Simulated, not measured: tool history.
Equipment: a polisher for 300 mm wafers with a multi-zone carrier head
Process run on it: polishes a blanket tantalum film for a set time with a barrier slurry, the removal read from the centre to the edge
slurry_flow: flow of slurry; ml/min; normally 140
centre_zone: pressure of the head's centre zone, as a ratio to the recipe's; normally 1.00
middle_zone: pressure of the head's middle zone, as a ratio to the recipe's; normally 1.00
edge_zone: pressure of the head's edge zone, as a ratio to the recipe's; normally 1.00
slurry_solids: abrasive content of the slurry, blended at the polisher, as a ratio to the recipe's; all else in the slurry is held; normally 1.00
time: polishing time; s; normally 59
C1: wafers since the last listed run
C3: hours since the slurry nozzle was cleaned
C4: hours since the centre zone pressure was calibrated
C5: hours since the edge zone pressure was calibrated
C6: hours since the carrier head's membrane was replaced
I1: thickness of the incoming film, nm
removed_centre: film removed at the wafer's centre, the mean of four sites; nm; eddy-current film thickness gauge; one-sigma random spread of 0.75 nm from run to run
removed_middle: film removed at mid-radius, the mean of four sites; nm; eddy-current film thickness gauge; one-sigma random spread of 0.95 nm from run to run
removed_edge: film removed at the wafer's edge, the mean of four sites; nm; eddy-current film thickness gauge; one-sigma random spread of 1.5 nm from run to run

run 1 hour=0.0 | slurry_flow=140 centre_zone=1.00 middle_zone=1.00 edge_zone=1.00 slurry_solids=1.00 time=59 | C1=0 wafers_polished_on_this_pad=254 C3=190.9 C4=36.3 C5=154.5 C6=1792.3 | I1=433.6 | removed_centre=106.0 removed_middle=106.7 removed_edge=105.8
-- hour=16.8 carrier head's membrane replaced by a new one
run 2 hour=17.3 | slurry_flow=140 centre_zone=0.91 middle_zone=1.00 edge_zone=1.06 slurry_solids=1.00 time=59 | C1=167 wafers_polished_on_this_pad=422 C3=208.2 C4=53.6 C5=171.8 C6=0.5 | I1=439.3 | removed_centre=98.3 removed_middle=104.7 removed_edge=109.7
run 3 hour=28.3 | slurry_flow=185 centre_zone=1.00 middle_zone=1.00 edge_zone=1.00 slurry_solids=1.00 time=59 | C1=149 wafers_polished_on_this_pad=572 C3=219.2 C4=64.6 C5=182.8 C6=11.5 | I1=431.9 | removed_centre=112.3 removed_middle=112.1 removed_edge=110.0
run 4 hour=44.2 | slurry_flow=140 centre_zone=0.96 middle_zone=1.00 edge_zone=1.00 slurry_solids=0.80 time=59 | C1=216 wafers_polished_on_this_pad=788 C3=235.1 C4=80.5 C5=198.7 C6=27.4 | I1=439.9 | removed_centre=88.8 removed_middle=90.8 removed_edge=94.6
run 5 hour=60.0 | slurry_flow=140 centre_zone=0.96 middle_zone=1.00 edge_zone=1.00 slurry_solids=0.80 time=59 | C1=215 wafers_polished_on_this_pad=1003 C3=250.9 C4=96.3 C5=214.5 C6=43.2 | I1=438.7 | removed_centre=88.8 removed_middle=91.6 removed_edge=91.5
run 6 hour=77.4 | slurry_flow=170 centre_zone=1.00 middle_zone=1.04 edge_zone=1.00 slurry_solids=1.10 time=59 | C1=236 wafers_polished_on_this_pad=1240 C3=268.3 C4=113.7 C5=231.9 C6=60.6 | I1=445.5 | removed_centre=114.8 removed_middle=117.8 removed_edge=115.1
run 7 hour=92.6 | slurry_flow=170 centre_zone=1.00 middle_zone=1.04 edge_zone=1.00 slurry_solids=1.10 time=59 | C1=206 wafers_polished_on_this_pad=1447 C3=283.5 C4=128.9 C5=247.1 C6=75.8 | I1=438.9 | removed_centre=115.2 removed_middle=114.9 removed_edge=112.8
-- hour=107.5 worn pad replaced by a new one
run 8 hour=109.9 | slurry_flow=160 centre_zone=0.94 middle_zone=1.00 edge_zone=1.00 slurry_solids=0.85 time=68 | C1=181 wafers_polished_on_this_pad=33 C3=300.8 C4=146.2 C5=264.4 C6=93.1 | I1=445.0 | removed_centre=106.3 removed_middle=112.5 removed_edge=114.5
run 9 hour=126.2 | slurry_flow=140 centre_zone=1.09 middle_zone=1.00 edge_zone=1.09 slurry_solids=1.00 time=43 | C1=221 wafers_polished_on_this_pad=255 C3=317.1 C4=162.5 C5=280.7 C6=109.4 | I1=436.5 | removed_centre=81.6 removed_middle=75.7 removed_edge=80.5
run 10 hour=139.6 | slurry_flow=115 centre_zone=1.00 middle_zone=1.06 edge_zone=1.00 slurry_solids=0.90 time=75 | C1=182 wafers_polished_on_this_pad=437 C3=330.5 C4=175.9 C5=294.1 C6=122.8 | I1=445.1 | removed_centre=115.5 removed_middle=123.8 removed_edge=121.4
run 11 hour=153.9 | slurry_flow=140 centre_zone=1.00 middle_zone=1.00 edge_zone=1.00 slurry_solids=1.00 time=59 | C1=194 wafers_polished_on_this_pad=632 C3=344.8 C4=190.2 C5=308.4 C6=137.1 | I1=440.6 | removed_centre=103.1 removed_middle=102.6 removed_edge=104.7
run 12 hour=161.5 | slurry_flow=140 centre_zone=1.00 middle_zone=1.00 edge_zone=0.90 slurry_solids=1.00 time=70 | C1=103 wafers_polished_on_this_pad=735 C3=352.4 C4=197.8 C5=316.0 C6=144.7 | I1=433.1 | removed_centre=122.2 removed_middle=121.8 removed_edge=119.3
-- hour=165.4 slurry nozzle cleaned
-- hour=174.2 edge zone pressure recalibrated
run 13 hour=176.2 | slurry_flow=170 centre_zone=1.00 middle_zone=1.00 edge_zone=1.00 slurry_solids=1.10 time=59 | C1=159 wafers_polished_on_this_pad=895 C3=10.8 C4=212.5 C5=2.0 C6=159.4 | I1=438.6 | removed_centre=117.2 removed_middle=115.7 removed_edge=115.2
run 14 hour=189.1 | slurry_flow=140 centre_zone=1.06 middle_zone=1.00 edge_zone=1.00 slurry_solids=0.75 time=59 | C1=175 wafers_polished_on_this_pad=1070 C3=23.7 C4=225.4 C5=14.9 C6=172.3 | I1=436.0 | removed_centre=92.4 removed_middle=89.1 removed_edge=88.7
run 15 hour=195.1 | slurry_flow=140 centre_zone=1.00 middle_zone=1.00 edge_zone=1.00 slurry_solids=1.00 time=45 | C1=81 wafers_polished_on_this_pad=1152 C3=29.7 C4=231.4 C5=20.9 C6=178.3 | I1=442.1 | removed_centre=81.6 removed_middle=82.1 removed_edge=79.7
-- hour=211.5 worn pad replaced by a new one
run 16 hour=212.0 | slurry_flow=140 centre_zone=1.00 middle_zone=1.00 edge_zone=1.00 slurry_solids=1.00 time=59 | C1=175 wafers_polished_on_this_pad=6 C3=46.6 C4=248.3 C5=37.8 C6=195.2 | I1=442.0 | removed_centre=106.2 removed_middle=106.4 removed_edge=106.6
run 17 hour=224.8 | slurry_flow=140 centre_zone=0.91 middle_zone=1.00 edge_zone=1.00 slurry_solids=1.00 time=59 | C1=174 wafers_polished_on_this_pad=180 C3=59.4 C4=261.1 C5=50.6 C6=208.0 | I1=435.2 | removed_centre=99.5 removed_middle=108.7 removed_edge=107.6
run 18 hour=252.7 | slurry_flow=140 centre_zone=1.00 middle_zone=1.00 edge_zone=1.00 slurry_solids=1.00 time=59 | C1=379 wafers_polished_on_this_pad=560 C3=87.3 C4=289.0 C5=78.5 C6=235.9 | I1=432.3 | removed_centre=108.4 removed_middle=106.0 removed_edge=105.4
run 19 hour=268.6 | slurry_flow=165 centre_zone=0.90 middle_zone=1.11 edge_zone=1.00 slurry_solids=1.15 time=59 | C1=216 wafers_polished_on_this_pad=777 C3=103.2 C4=304.9 C5=94.4 C6=251.8 | I1=437.7 | removed_centre=108.2 removed_middle=127.4 removed_edge=115.4
run 20 hour=277.9 | slurry_flow=140 centre_zone=1.00 middle_zone=1.00 edge_zone=1.00 slurry_solids=1.00 time=59 | C1=126 wafers_polished_on_this_pad=903 C3=112.5 C4=314.2 C5=103.7 C6=261.1 | I1=435.9 | removed_centre=108.4 removed_middle=106.6 removed_edge=106.9
run 21 hour=284.7 | slurry_flow=140 centre_zone=1.06 middle_zone=1.00 edge_zone=1.00 slurry_solids=1.15 time=59 | C1=92 wafers_polished_on_this_pad=996 C3=119.3 C4=321.0 C5=110.5 C6=267.9 | I1=446.4 | removed_centre=121.1 removed_middle=111.5 removed_edge=114.9

Measured less the same run without the tool's hidden state. The same run-to-run variation is in both; the gauge's scatter may not be:
Unlogged tool condition in this case: removal rate lost through wear of the pad, %; slurry flow missing at the pad, %; deviation of the centre zone's pressure from its setpoint, %; deviation of the edge zone's pressure from its setpoint, %.
run=1 removed_centre=-3.0 removed_middle=-1.3 removed_edge=-0.9
run=2 removed_centre=-3.1 removed_middle=-1.6 removed_edge=-1.2
run=3 removed_centre=-3.1 removed_middle=-1.4 removed_edge=-1.0
run=4 removed_centre=-3.2 removed_middle=-1.8 removed_edge=-1.3
run=5 removed_centre=-3.5 removed_middle=-2.0 removed_edge=-1.5
run=6 removed_centre=-4.4 removed_middle=-2.5 removed_edge=-1.8
run=7 removed_centre=-4.7 removed_middle=-2.8 removed_edge=-2.0
run=8 removed_centre=-5.0 removed_middle=-3.4 removed_edge=-2.5
run=9 removed_centre=-4.7 removed_middle=-2.9 removed_edge=-2.2
run=10 removed_centre=-8.6 removed_middle=-6.6 removed_edge=-4.4
run=11 removed_centre=-6.9 removed_middle=-5.0 removed_edge=-3.5
run=12 removed_centre=-8.5 removed_middle=-6.2 removed_edge=-4.2
run=13 removed_centre=-1.6 removed_middle=-0.3 removed_edge=-0.2
run=14 removed_centre=-1.3 removed_middle=-0.3 removed_edge=-0.2
run=15 removed_centre=-1.1 removed_middle=-0.3 removed_edge=-0.2
run=16 removed_centre=-1.5 removed_middle=-0.4 removed_edge=-0.3
run=17 removed_centre=-1.4 removed_middle=-0.5 removed_edge=-0.4
run=18 removed_centre=-1.5 removed_middle=-0.6 removed_edge=-0.5
run=19 removed_centre=-1.5 removed_middle=-0.8 removed_edge=-0.5
run=20 removed_centre=-1.7 removed_middle=-0.8 removed_edge=-0.5
run=21 removed_centre=-1.9 removed_middle=-0.8 removed_edge=-0.7
